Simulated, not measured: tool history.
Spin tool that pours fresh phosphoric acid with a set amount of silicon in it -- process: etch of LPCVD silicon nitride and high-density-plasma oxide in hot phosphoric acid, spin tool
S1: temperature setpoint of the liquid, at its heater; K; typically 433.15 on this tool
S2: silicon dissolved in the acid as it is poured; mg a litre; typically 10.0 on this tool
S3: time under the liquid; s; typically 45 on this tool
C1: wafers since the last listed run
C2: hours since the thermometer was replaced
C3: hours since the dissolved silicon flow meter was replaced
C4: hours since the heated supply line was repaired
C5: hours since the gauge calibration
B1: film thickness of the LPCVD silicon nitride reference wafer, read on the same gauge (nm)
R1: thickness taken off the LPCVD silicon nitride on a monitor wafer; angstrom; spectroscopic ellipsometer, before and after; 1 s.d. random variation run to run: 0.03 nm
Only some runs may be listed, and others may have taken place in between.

run,hour,S1,S2,S3,C1,C2,C3,C4,C5,B1,R1
1,0.0,435.15,10.0,35,0,1061.5,1442.7,3314.0,282.3,40.000,37.81
2,6.9,433.15,10.0,45,98,1068.4,1449.6,3320.9,289.2,39.963,45.08
3,22.9,433.15,10.0,45,229,1084.4,1465.6,3336.9,305.2,39.987,45.99
4,38.5,433.15,12.5,45,223,1100.0,1481.2,3352.5,320.8,39.989,45.51
5,54.7,433.15,10.0,45,231,1116.2,1497.4,3368.7,337.0,40.027,45.46
# hour 61.6: gauge calibrated
6,71.9,433.15,10.0,45,246,1133.4,1514.6,3385.9,10.3,39.993,45.46
# hour 75.4: heated supply line repaired
7,85.5,433.15,10.0,45,180,1147.0,1528.2,10.1,23.9,39.981,45.29
8,92.7,433.15,5.5,45,103,1154.2,1535.4,17.3,31.1,39.997,45.32
9,105.3,430.65,17.0,65,180,1166.8,1548.0,29.9,43.7,39.979,60.94
10,119.2,431.15,6.0,35,198,1180.7,1561.9,43.8,57.6,40.002,33.18
11,131.6,435.65,12.5,55,177,1193.1,1574.3,56.2,70.0,40.007,60.10
# hour 137.7: thermometer replaced
# hour 143.3: dissolved silicon flow meter replaced
12,148.8,430.65,10.0,45,217,11.1,5.5,73.4,87.2,40.004,41.70
13,163.0,432.15,4.0,30,203,25.3,19.7,87.6,101.4,40.010,29.39
14,174.6,433.15,10.0,45,166,36.9,31.3,99.2,113.0,39.994,45.02
15,183.1,436.15,10.0,25,121,45.4,39.8,107.7,121.5,40.003,27.97
16,199.7,431.65,5.5,45,237,62.0,56.4,124.3,138.1,39.989,43.07
17,213.2,433.15,10.0,45,193,75.5,69.9,137.8,151.6,40.017,45.89
18,219.7,436.15,10.0,25,93,82.0,76.4,144.3,158.1,40.040,28.42
19,229.4,430.15,10.0,50,138,91.7,86.1,154.0,167.8,39.993,45.77
20,240.3,434.65,10.0,40,156,102.6,97.0,164.9,178.7,40.016,42.76
21,256.7,434.15,3.0,25,234,119.0,113.4,181.3,195.1,40.006,26.52
22,272.1,433.15,10.0,45,220,134.4,128.8,196.7,210.5,39.991,45.63

Here are 3 independent what-if runs from the current tool condition. What would each one return?
A,272.5,433.15,3.0,45,5,134.8,129.2,197.1,210.9,?,?
B,272.5,431.15,16.5,65,5,134.8,129.2,197.1,210.9,?,?
C,272.5,433.15,6.5,30,5,134.8,129.2,197.1,210.9,?,?

run,B1,R1
A,39.991,45.68
B,39.991,61.67
C,39.991,30.45
Without the tool's unlogged condition, the same runs would have read:
run,R1
A,45.68
B,61.67
C,30.45

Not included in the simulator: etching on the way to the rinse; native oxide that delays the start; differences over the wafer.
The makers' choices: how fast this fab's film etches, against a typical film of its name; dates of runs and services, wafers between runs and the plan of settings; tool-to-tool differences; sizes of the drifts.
